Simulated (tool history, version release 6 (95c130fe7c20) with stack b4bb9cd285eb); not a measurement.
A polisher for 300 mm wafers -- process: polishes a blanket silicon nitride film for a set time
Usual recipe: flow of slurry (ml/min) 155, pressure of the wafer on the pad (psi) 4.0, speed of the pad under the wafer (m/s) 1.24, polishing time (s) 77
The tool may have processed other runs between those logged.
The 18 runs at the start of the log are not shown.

run	day	flow of slurry (ml/min)	pressure of the wafer on the pad (psi)	speed of the pad under the wafer (m/s)	polishing time (s)	wafers since the last listed run	wafers polished on this pad	hours since the slurry nozzle was cleaned	hours since the head pressure was calibrated	incoming thickness of the incoming film, nm	film removed (nm)
# day 33.208: slurry nozzle cleaned
19	35.446	200	5.4	0.88	58	831	1988	53.7	552.6	516.1	150.1
20	36.954	155	4.0	1.24	77	433	2421	89.9	588.8	510.6	182.8
21	39.862	155	4.0	1.24	77	835	3256	159.7	658.6	505.0	182.5
22	41.288	205	4.0	1.24	94	409	3665	193.9	692.8	505.9	218.6
23	43.779	170	4.0	1.38	77	715	4381	253.7	752.6	519.4	191.8
24	45.829	155	4.0	1.24	77	588	4970	302.9	801.8	519.1	174.0
# day 46.075: worn pad replaced by a new one
25	48.758	155	3.4	1.42	77	793	770	373.2	872.1	511.6	171.0
# day 49.858: slurry nozzle cleaned
26	50.550	195	4.0	1.40	66	502	1273	16.6	915.1	505.1	167.7
27	52.008	155	4.0	1.24	77	418	1692	51.6	950.1	511.2	183.2
28	53.329	155	4.0	1.24	77	379	2071	83.3	981.8	510.0	178.9
29	60.821	175	3.5	1.24	63	2151	4223	263.1	1161.6	511.6	125.9
# day 63.121: worn pad replaced by a new one
# day 63.167: head pressure recalibrated
30	67.338	155	4.0	1.24	94	1810	1197	419.5	100.1	513.1	221.4
# day 67.412: slurry nozzle cleaned
31	70.183	155	4.0	1.24	77	805	2002	66.5	168.4	510.8	179.7
32	71.333	180	4.8	1.62	101	330	2333	94.1	196.0	509.3	338.7
33	74.112	200	3.1	0.96	93	798	3131	160.8	262.7	506.9	149.2
34	76.612	155	4.0	1.24	86	717	3849	220.8	322.7	509.1	193.8
35	78.512	155	4.9	1.40	57	545	4394	266.4	368.3	519.1	164.7
# day 79.488: worn pad replaced by a new one
36	82.779	195	4.0	1.24	77	1177	944	368.8	470.7	502.9	184.2

5 ways to go on from here, each from the tool as it stands after run 36. What would each give?
A	82.796	155	4.0	1.24	77	4	949	369.2	471.1	499.1	?
B	82.796	175	5.1	0.98	89	4	949	369.2	471.1	499.1	?
C	82.796	130	4.0	1.42	77	4	949	369.2	471.1	499.1	?
D	82.796	155	4.0	1.06	92	4	949	369.2	471.1	499.1	?
E	82.796	155	5.3	1.24	55	4	949	369.2	471.1	499.1	?

run	film removed (nm)
A	183.2
B	233.1
C	195.3
D	198.2
E	170.6
With no hidden state in the tool, these same runs would have given:
run	film removed (nm)
A	185.1
B	235.6
C	197.4
D	200.3
E	172.4
